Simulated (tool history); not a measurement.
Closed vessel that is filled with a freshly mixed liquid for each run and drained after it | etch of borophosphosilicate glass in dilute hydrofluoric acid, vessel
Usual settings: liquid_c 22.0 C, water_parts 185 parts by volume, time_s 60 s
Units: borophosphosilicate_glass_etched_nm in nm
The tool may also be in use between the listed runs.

run,hour,liquid_c,water_parts,time_s,wafers since the last listed run,hours since the thermometer was replaced,hours since the hydrofluoric acid flow meter was replaced,hours since the gauge calibration,"read-back film thickness of the borophosphosilicate glass reference wafer, read on the same gauge (nm)",borophosphosilicate_glass_etched_nm
1,0.0,22.0,185,60,0,489.1,1154.6,2057.2,30.00,13.40
2,75.3,22.0,185,60,7337,564.4,1229.9,2132.5,29.98,13.27
3,140.1,22.0,185,40,6314,629.2,1294.7,2197.3,30.00,8.94
# hour 173.4: thermometer replaced
4,218.8,22.0,185,40,7571,45.4,1373.4,2276.0,30.00,8.84
5,311.0,22.0,185,60,8984,137.6,1465.6,2368.2,30.00,13.41
6,351.1,22.0,185,60,3907,177.7,1505.7,2408.3,30.01,13.41
7,392.4,22.0,185,60,4024,219.0,1547.0,2449.6,30.00,13.51
8,451.2,23.5,135,60,5729,277.8,1605.8,2508.4,30.02,21.02
9,525.8,23.5,135,60,7269,352.4,1680.4,2583.0,30.00,20.90
10,624.6,23.5,135,60,9627,451.2,1779.2,2681.8,30.02,21.06
11,708.5,22.0,185,60,8175,535.1,1863.1,2765.7,29.99,13.83
12,746.3,22.0,185,60,3683,572.9,1900.9,2803.5,30.01,13.85
# hour 787.4: hydrofluoric acid flow meter replaced
13,822.7,22.0,250,75,7347,649.3,35.3,2879.9,29.99,10.56
14,916.1,22.0,185,60,9101,742.7,128.7,2973.3,29.97,12.18
# hour 928.9: thermometer replaced
15,1003.2,22.0,235,60,8390,74.3,215.8,3060.4,30.01,9.27
16,1082.3,24.0,185,60,7707,153.4,294.9,3139.5,29.98,13.32
17,1177.3,22.0,185,60,9257,248.4,389.9,3234.5,30.01,12.46
# hour 1208.4: gauge calibrated
18,1254.7,22.0,210,60,7542,325.8,467.3,46.3,30.00,11.07
19,1362.5,26.5,185,60,10504,433.6,575.1,154.1,30.01,14.81
20,1457.6,22.0,185,60,9267,528.7,670.2,249.2,30.03,12.71
21,1542.2,25.0,185,70,8243,613.3,754.8,333.8,30.01,16.76
22,1606.4,22.0,130,30,6256,677.5,819.0,398.0,29.98,9.69
# hour 1667.7: thermometer replaced
23,1687.6,19.5,185,80,7815,19.9,900.2,479.2,30.02,15.70
24,1726.7,20.5,185,85,3810,59.0,939.3,518.3,30.02,17.64
25,1804.3,20.0,215,95,7561,136.6,1016.9,595.9,29.98,15.64
26,1848.3,26.0,185,60,4287,180.6,1060.9,639.9,30.00,15.07
27,1895.9,25.5,185,60,4638,228.2,1108.5,687.5,30.00,14.92
28,1943.0,22.0,130,30,4589,275.3,1155.6,734.6,30.00,9.97
29,1985.1,22.0,185,60,4102,317.4,1197.7,776.7,30.02,13.15
30,2030.3,22.0,185,45,4404,362.6,1242.9,821.9,30.02,9.94
31,2086.8,22.0,185,60,5505,419.1,1299.4,878.4,29.98,13.30
32,2172.7,26.5,250,85,8370,505.0,1385.3,964.3,30.01,15.67
33,2280.6,18.5,250,35,10514,612.9,1493.2,1072.2,30.00,4.78

Hidden state at the last listed run before each entry between runs and at the first one after, where it differs:
Between runs 3 and 4: thermometer replaced (hour 173.4)
  hydrofluoric acid flow above the setpoint (%): 8.11 -> 8.53
  measured less the result without the state, borophosphosilicate_glass_etched_nm: +0.79 -> +0.82 nm
Between runs 12 and 13: hydrofluoric acid flow meter replaced (hour 787.4)
  hydrofluoric acid flow above the setpoint (%): 11.4 -> 0.694
  measured less the result without the state, borophosphosilicate_glass_etched_nm: +1.66 -> +0.09 nm
Between runs 14 and 15: thermometer replaced (hour 928.9)
  hydrofluoric acid flow above the setpoint (%): 1.2 -> 1.67
  measured less the result without the state, borophosphosilicate_glass_etched_nm: +0.17 -> +0.18 nm
Between runs 17 and 18: gauge calibrated (hour 1208.4)
  hydrofluoric acid flow above the setpoint (%): 2.61 -> 3.03
  measured less the result without the state, borophosphosilicate_glass_etched_nm: +0.38 -> +0.40 nm
Between runs 22 and 23: thermometer replaced (hour 1667.7)
  hydrofluoric acid flow above the setpoint (%): 4.93 -> 5.37
  measured less the result without the state, borophosphosilicate_glass_etched_nm: +0.51 -> +0.94 nm
